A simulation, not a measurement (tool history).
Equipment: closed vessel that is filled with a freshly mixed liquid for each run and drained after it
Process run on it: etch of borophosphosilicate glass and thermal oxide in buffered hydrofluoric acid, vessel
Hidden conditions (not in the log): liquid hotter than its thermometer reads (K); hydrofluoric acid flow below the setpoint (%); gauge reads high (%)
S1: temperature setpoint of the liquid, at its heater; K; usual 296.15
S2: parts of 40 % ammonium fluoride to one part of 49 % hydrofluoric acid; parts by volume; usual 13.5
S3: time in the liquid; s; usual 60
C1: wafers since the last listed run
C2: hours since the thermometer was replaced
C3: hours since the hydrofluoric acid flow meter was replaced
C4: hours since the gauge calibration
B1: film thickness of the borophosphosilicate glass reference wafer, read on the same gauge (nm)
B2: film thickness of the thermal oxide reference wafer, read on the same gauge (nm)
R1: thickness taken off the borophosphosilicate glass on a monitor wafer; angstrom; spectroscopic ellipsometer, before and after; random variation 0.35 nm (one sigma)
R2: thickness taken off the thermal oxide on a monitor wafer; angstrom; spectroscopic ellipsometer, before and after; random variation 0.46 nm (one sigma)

run	hour	S1	S2	S3	C1	C2	C3	C4	B1	B2	R1	R2
1	0.0	296.15	13.5	60	0	1811.4	273.4	452.7	69.99	39.98	483.5	489.0
2	26.1	296.15	13.5	60	2590	1837.5	299.5	478.8	70.03	39.99	484.2	489.5
3	57.6	296.15	16.5	60	3126	1869.0	331.0	510.3	70.04	40.00	399.0	396.4
4	87.2	296.15	16.5	60	2937	1898.6	360.6	539.9	69.98	40.00	393.0	393.6
5	105.5	296.15	13.5	60	1816	1916.9	378.9	558.2	70.01	40.00	484.0	479.6
6	131.0	296.15	13.5	60	2530	1942.4	404.4	583.7	70.03	40.00	475.9	483.5
7	149.2	296.15	13.5	60	1806	1960.6	422.6	601.9	70.02	40.00	482.4	483.1
8	167.7	296.15	9.5	60	1835	1979.1	441.1	620.4	70.02	39.98	661.3	669.4
9	195.2	296.15	13.5	60	2729	2006.6	468.6	647.9	70.04	40.00	480.7	480.5
# hour 206.3: gauge calibrated
10	216.6	295.15	13.5	60	2123	2028.0	490.0	10.3	69.97	40.00	449.5	450.3
11	252.1	293.65	13.5	90	3523	2063.5	525.5	45.8	69.99	40.01	618.1	629.9
12	278.5	296.15	13.5	60	2619	2089.9	551.9	72.2	70.00	40.00	480.6	476.4
13	299.4	296.15	13.5	45	2074	2110.8	572.8	93.1	70.00	40.00	354.9	355.0
14	330.3	300.15	13.5	35	3066	2141.7	603.7	124.0	69.98	40.00	346.1	342.5
15	364.7	298.15	10.5	75	3413	2176.1	638.1	158.4	70.03	40.02	849.6	858.0
# hour 383.4: thermometer replaced
16	383.9	296.15	9.0	60	1806	0.5	657.3	177.6	70.00	40.01	695.2	706.5
# hour 415.9: hydrofluoric acid flow meter replaced
17	475.7	296.15	13.5	90	9010	92.3	59.8	269.4	70.00	40.00	732.3	754.0
18	532.5	292.15	9.0	60	5636	149.1	116.6	326.2	69.96	40.00	567.6	565.3
19	618.0	296.15	13.5	60	8485	234.6	202.1	411.7	69.97	39.99	487.4	492.7
20	630.1	296.15	13.5	60	1200	246.7	214.2	423.8	70.01	39.98	484.0	490.0

Some steps in R1, run to run, broken into two amounts with sign: the step expected even without the hidden condition (settings, incoming material, random variation), and the rest, left for the hidden condition together with whatever gauge scatter is not in both the measured and the hidden-condition-free result:
Run 8 -> 9: S2 9.5 -> 13.5. R1 -180.6 angstrom: hidden state -2.9, all else -177.7.
Run 14 -> 15: S1 300.15 -> 298.15, S2 13.5 -> 10.5, S3 35 -> 75. R1 +503.5 angstrom: hidden state -26.1, all else +529.6.
Run 16 -> 17: S2 9.0 -> 13.5, S3 60 -> 90, hydrofluoric acid flow meter replaced. R1 +37.1 angstrom: hidden state +19.9, all else +17.2.

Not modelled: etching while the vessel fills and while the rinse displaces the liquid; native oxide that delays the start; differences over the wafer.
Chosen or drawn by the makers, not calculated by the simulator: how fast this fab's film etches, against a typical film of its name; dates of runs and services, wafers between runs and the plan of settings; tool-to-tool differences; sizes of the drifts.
